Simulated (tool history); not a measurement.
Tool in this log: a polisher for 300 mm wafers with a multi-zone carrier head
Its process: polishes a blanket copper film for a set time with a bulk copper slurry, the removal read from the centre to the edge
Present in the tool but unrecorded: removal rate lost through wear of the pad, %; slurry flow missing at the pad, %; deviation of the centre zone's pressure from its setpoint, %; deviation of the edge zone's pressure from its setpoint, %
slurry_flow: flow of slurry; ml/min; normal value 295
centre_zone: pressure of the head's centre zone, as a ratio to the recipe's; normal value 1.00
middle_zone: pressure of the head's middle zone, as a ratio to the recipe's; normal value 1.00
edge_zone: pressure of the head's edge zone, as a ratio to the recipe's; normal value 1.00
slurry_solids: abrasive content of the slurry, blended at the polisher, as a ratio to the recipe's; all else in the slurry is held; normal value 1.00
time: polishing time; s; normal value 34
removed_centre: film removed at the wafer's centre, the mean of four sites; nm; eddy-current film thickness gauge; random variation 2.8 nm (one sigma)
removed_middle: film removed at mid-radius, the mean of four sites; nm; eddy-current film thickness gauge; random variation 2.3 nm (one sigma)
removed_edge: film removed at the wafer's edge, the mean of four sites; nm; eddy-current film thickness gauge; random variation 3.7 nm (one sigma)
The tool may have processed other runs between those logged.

run   hour  slurry_flow  centre_zone  middle_zone  edge_zone  slurry_solids  time  wafers since the last listed run  wafers polished on this pad  hours since the slurry nozzle was cleaned  hours since the centre zone pressure was calibrated  hours since the edge zone pressure was calibrated  hours since the carrier head's membrane was replaced  incoming thickness of the incoming film, nm  removed_centre  removed_middle  removed_edge
  1    0.0          295         0.88         1.00       1.00           1.00    34                                 0                          998                                      145.4                                                 91.6                                              388.2                                                 853.0                                       1857.2           252.7           279.5         268.4
  2   60.7          295         1.04         1.00       0.93           1.20    46                               797                         1795                                      206.1                                                152.3                                              448.9                                                 913.7                                       1850.0           417.4           394.9         362.7
  3  119.5          295         1.00         1.00       1.00           1.00    34                               772                         2567                                      264.9                                                211.1                                              507.7                                                 972.5                                       1869.9           273.9           273.9         269.4
  4  166.5          295         1.00         1.00       1.00           1.00    34                               617                         3184                                      311.9                                                258.1                                              554.7                                                1019.5                                       1855.8           279.5           274.0         266.5
     190.5  -- carrier head's membrane replaced by a new one
  5  214.1          250         1.00         1.00       1.00           1.00    41                               559                         3744                                      359.5                                                305.7                                              602.3                                                  23.6                                       1842.7           321.3           316.7         313.3
  6  246.0          295         1.00         1.00       1.00           1.00    34                               418                         4162                                      391.4                                                337.6                                              634.2                                                  55.5                                       1850.1           268.3           268.4         262.2
  7  274.3          295         1.09         0.90       0.90           1.25    34                               371                         4534                                      419.7                                                365.9                                              662.5                                                  83.8                                       1863.8           302.5           261.8         263.3
     282.7  -- slurry nozzle cleaned
  8  336.6          295         1.00         1.00       1.00           1.00    34                               804                         5339                                       53.9                                                428.2                                              724.8                                                 146.1                                       1883.1           258.4           258.1         254.2
     345.8  -- centre zone pressure recalibrated
     375.9  -- worn pad replaced by a new one
  9  378.9          295         1.00         1.00       1.00           1.00    34                               476                           39                                       96.2                                                 33.1                                              767.1                                                 188.4                                       1890.3           284.1           284.1         278.6
 10  441.0          295         1.00         1.00       1.00           1.00    34                               815                          855                                      158.3                                                 95.2                                              829.2                                                 250.5                                       1853.7           288.0           279.1         272.0
     476.4  -- edge zone pressure recalibrated
 11  509.3          295         1.00         1.00       1.00           1.15    45                               870                         1725                                      226.6                                                163.5                                               32.9                                                 318.8                                       1876.8           380.3           378.6         369.4
 12  574.1          350         1.00         0.94       0.97           0.80    34                               850                         2576                                      291.4                                                228.3                                               97.7                                                 383.6                                       1871.1           278.9           262.0         257.2
 13  630.5          295         1.00         1.00       0.95           1.00    27                               740                         3317                                      347.8                                                284.7                                              154.1                                                 440.0                                       1859.0           219.9           218.3         209.8
 14  696.8          245         1.00         1.00       1.10           0.85    34                               870                         4187                                      414.1                                                351.0                                              220.4                                                 506.3                                       1851.4           256.1           253.4         265.2
 15  725.6          295         0.92         1.00       1.00           1.00    40                               378                         4565                                      442.9                                                379.8                                              249.2                                                 535.1                                       1839.5           292.0           310.1         305.6
     763.7  -- slurry nozzle cleaned
 16  772.6          295         1.00         0.88       1.00           1.00    45                               604                         5169                                        8.9                                                426.8                                              296.2                                                 582.1                                       1823.4           347.1           322.6         326.6
     798.9  -- worn pad replaced by a new one
 17  800.5          295         1.00         1.06       1.00           0.75    34                               313                           20                                       36.8                                                454.7                                              324.1                                                 610.0                                       1879.6           274.8           277.5         261.3
     804.5  -- centre zone pressure recalibrated
 18  852.8          295         0.92         0.91       1.00           1.00    34                               660                          680                                       89.1                                                 48.3                                              376.4                                                 662.3                                       1865.6           267.1           269.7         276.6
 19  885.3          295         1.00         1.00       1.00           0.90    34                               426                         1107                                      121.6                                                 80.8                                              408.9                                                 694.8                                       1873.6           284.0           274.1         268.1
 20  945.1          295         1.11         1.09       0.96           1.15    34                               785                         1892                                      181.4                                                140.6                                              468.7                                                 754.6                                       1894.0           322.8           296.2         268.0

Some steps in removed_centre, run to run, broken into two amounts with sign: the step expected even without the hidden condition (settings, incoming material, random variation), and the rest, left for the hidden condition together with whatever gauge scatter is not in both the measured and the hidden-condition-free result:
Run 1 -> 2: centre_zone 0.88 -> 1.04, edge_zone 1.00 -> 0.93, slurry_solids 1.00 -> 1.20, time 34 -> 46. removed_centre +164.7 nm: hidden state -5.1, all else +169.8.
Run 2 -> 3: centre_zone 1.04 -> 1.00, edge_zone 0.93 -> 1.00, slurry_solids 1.20 -> 1.00, time 46 -> 34. removed_centre -143.5 nm: hidden state +0.1, all else -143.6.
Run 8 -> 9: centre zone pressure recalibrated, worn pad replaced by a new one. removed_centre +25.7 nm: hidden state +26.0, all else -0.3.
Run 16 -> 17: middle_zone 0.88 -> 1.06, slurry_solids 1.00 -> 0.75, time 45 -> 34, worn pad replaced by a new one. removed_centre -72.3 nm: hidden state +29.4, all else -101.7.

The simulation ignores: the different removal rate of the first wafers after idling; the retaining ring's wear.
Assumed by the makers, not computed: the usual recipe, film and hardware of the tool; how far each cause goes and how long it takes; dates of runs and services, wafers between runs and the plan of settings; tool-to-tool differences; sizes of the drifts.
